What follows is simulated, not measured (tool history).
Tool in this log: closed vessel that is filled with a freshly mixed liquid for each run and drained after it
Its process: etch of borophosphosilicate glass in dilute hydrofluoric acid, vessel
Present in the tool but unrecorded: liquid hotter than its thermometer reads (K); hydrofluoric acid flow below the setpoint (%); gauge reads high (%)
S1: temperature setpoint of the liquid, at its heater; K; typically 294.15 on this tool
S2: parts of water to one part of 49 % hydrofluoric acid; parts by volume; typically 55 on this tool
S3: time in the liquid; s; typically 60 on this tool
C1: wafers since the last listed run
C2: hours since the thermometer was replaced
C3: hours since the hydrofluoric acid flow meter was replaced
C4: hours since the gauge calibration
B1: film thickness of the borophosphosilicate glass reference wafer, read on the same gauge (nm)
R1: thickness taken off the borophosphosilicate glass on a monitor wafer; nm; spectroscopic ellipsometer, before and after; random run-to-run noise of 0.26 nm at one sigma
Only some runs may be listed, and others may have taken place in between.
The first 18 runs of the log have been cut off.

run 19 hour=270.8 | S1=292.65 S2=75 S3=50 | C1=737 C2=1994.3 C3=86.2 C4=392.1 | B1=60.03 | R1=28.95
run 20 hour=285.9 | S1=296.15 S2=80 S3=60 | C1=1071 C2=2009.4 C3=101.3 C4=407.2 | B1=60.00 | R1=37.34
-- hour=293.1 thermometer replaced
run 21 hour=300.9 | S1=294.15 S2=40 S3=30 | C1=993 C2=7.8 C3=116.3 C4=422.2 | B1=59.98 | R1=32.33
run 22 hour=314.9 | S1=291.15 S2=55 S3=60 | C1=993 C2=21.8 C3=130.3 C4=436.2 | B1=60.02 | R1=40.54
-- hour=346.3 gauge calibrated
run 23 hour=363.8 | S1=290.15 S2=70 S3=50 | C1=3468 C2=70.7 C3=179.2 C4=17.5 | B1=60.00 | R1=24.72
run 24 hour=377.8 | S1=294.15 S2=55 S3=60 | C1=993 C2=84.7 C3=193.2 C4=31.5 | B1=60.00 | R1=45.79
run 25 hour=386.3 | S1=297.65 S2=55 S3=60 | C1=602 C2=93.2 C3=201.7 C4=40.0 | B1=60.02 | R1=53.20
run 26 hour=400.7 | S1=294.15 S2=55 S3=60 | C1=1021 C2=107.6 C3=216.1 C4=54.4 | B1=59.98 | R1=45.62

What will run 27 give?
run 27 hour=407.7 | S1=294.15 S2=55 S3=60 | C1=496 C2=114.6 C3=223.1 C4=61.4 | B1=? | R1=?

{"run 27": {"B1": 59.99, "R1": 45.96}}
On a tool with no hidden condition, and with the same random variation, this run would have come out at R1 47.01 nm.

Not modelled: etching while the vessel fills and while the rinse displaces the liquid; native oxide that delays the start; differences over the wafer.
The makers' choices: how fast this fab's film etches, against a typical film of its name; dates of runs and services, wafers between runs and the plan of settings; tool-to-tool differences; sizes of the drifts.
